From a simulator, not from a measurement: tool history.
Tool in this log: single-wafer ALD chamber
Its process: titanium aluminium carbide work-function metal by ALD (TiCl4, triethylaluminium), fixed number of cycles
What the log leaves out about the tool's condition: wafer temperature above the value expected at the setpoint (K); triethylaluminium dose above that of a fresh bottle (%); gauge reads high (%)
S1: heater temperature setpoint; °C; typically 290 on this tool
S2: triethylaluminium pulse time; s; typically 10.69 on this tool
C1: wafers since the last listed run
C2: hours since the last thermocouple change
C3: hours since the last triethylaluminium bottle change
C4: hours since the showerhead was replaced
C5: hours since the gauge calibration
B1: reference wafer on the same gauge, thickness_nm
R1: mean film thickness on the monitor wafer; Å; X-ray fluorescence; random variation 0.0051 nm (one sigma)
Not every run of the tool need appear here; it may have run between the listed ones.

{"run": 1, "hour": 0.0, "S1": 290, "S2": 9.65, "C1": 0, "C2": 2554.5, "C3": 881.6, "C4": 4377.7, "C5": 15.8, "B1": 1.97, "R1": 20.45}
{"run": 2, "hour": 12.9, "S1": 290, "S2": 9.65, "C1": 169, "C2": 2567.4, "C3": 894.5, "C4": 4390.6, "C5": 28.7, "B1": 1.969, "R1": 20.46}
{"run": 3, "hour": 21.6, "S1": 290, "S2": 10.69, "C1": 114, "C2": 2576.1, "C3": 903.2, "C4": 4399.3, "C5": 37.4, "B1": 1.972, "R1": 20.61}
{"run": 4, "hour": 35.4, "S1": 290, "S2": 10.69, "C1": 181, "C2": 2589.9, "C3": 917.0, "C4": 4413.1, "C5": 51.2, "B1": 1.97, "R1": 20.62}
{"hour": 94.2, "done": "thermocouple changed; heater temperature recalibrated"}
{"hour": 100.9, "done": "triethylaluminium bottle replaced"}
{"run": 5, "hour": 101.4, "S1": 280, "S2": 10.69, "C1": 672, "C2": 7.2, "C3": 0.5, "C4": 4479.1, "C5": 117.2, "B1": 1.97, "R1": 19.82}
{"run": 6, "hour": 101.8, "S1": 280, "S2": 10.69, "C1": 5, "C2": 7.6, "C3": 0.9, "C4": 4479.5, "C5": 117.6, "B1": 1.969, "R1": 19.77}
{"run": 7, "hour": 106.7, "S1": 290, "S2": 10.69, "C1": 64, "C2": 12.5, "C3": 5.8, "C4": 4484.4, "C5": 122.5, "B1": 1.971, "R1": 20.69}
{"hour": 124.3, "done": "showerhead replaced"}
{"run": 8, "hour": 124.8, "S1": 290, "S2": 10.69, "C1": 132, "C2": 30.6, "C3": 23.9, "C4": 0.5, "C5": 140.6, "B1": 1.971, "R1": 20.66}
{"hour": 130.2, "done": "gauge calibrated"}
{"run": 9, "hour": 139.5, "S1": 290, "S2": 12.33, "C1": 192, "C2": 45.3, "C3": 38.6, "C4": 15.2, "C5": 9.3, "B1": 1.969, "R1": 20.73}
{"run": 10, "hour": 147.9, "S1": 278, "S2": 7.47, "C1": 110, "C2": 53.7, "C3": 47.0, "C4": 23.6, "C5": 17.7, "B1": 1.972, "R1": 19.16}
{"run": 11, "hour": 160.2, "S1": 290, "S2": 10.69, "C1": 161, "C2": 66.0, "C3": 59.3, "C4": 35.9, "C5": 30.0, "B1": 1.969, "R1": 20.48}
{"run": 12, "hour": 170.0, "S1": 290, "S2": 10.69, "C1": 128, "C2": 75.8, "C3": 69.1, "C4": 45.7, "C5": 39.8, "B1": 1.97, "R1": 20.64}
{"run": 13, "hour": 176.2, "S1": 276, "S2": 13.49, "C1": 81, "C2": 82.0, "C3": 75.3, "C4": 51.9, "C5": 46.0, "B1": 1.969, "R1": 19.66}
{"run": 14, "hour": 192.6, "S1": 285, "S2": 10.69, "C1": 215, "C2": 98.4, "C3": 91.7, "C4": 68.3, "C5": 62.4, "B1": 1.969, "R1": 20.22}
{"run": 15, "hour": 207.1, "S1": 276, "S2": 13.37, "C1": 190, "C2": 112.9, "C3": 106.2, "C4": 82.8, "C5": 76.9, "B1": 1.97, "R1": 19.67}
{"run": 16, "hour": 224.0, "S1": 277, "S2": 7.67, "C1": 221, "C2": 129.8, "C3": 123.1, "C4": 99.7, "C5": 93.8, "B1": 1.971, "R1": 19.1}

Hidden state at the last listed run before each entry between runs and at the first one after, where it differs:
From run 4 to run 5: thermocouple changed; heater temperature recalibrated (hour 94.2); triethylaluminium bottle replaced (hour 100.9)
  both runs share identical hidden conditions
From run 7 to run 8: showerhead replaced (hour 124.3)
  both runs share identical hidden conditions
From run 8 to run 9: gauge calibrated (hour 130.2)
  both runs share identical hidden conditions

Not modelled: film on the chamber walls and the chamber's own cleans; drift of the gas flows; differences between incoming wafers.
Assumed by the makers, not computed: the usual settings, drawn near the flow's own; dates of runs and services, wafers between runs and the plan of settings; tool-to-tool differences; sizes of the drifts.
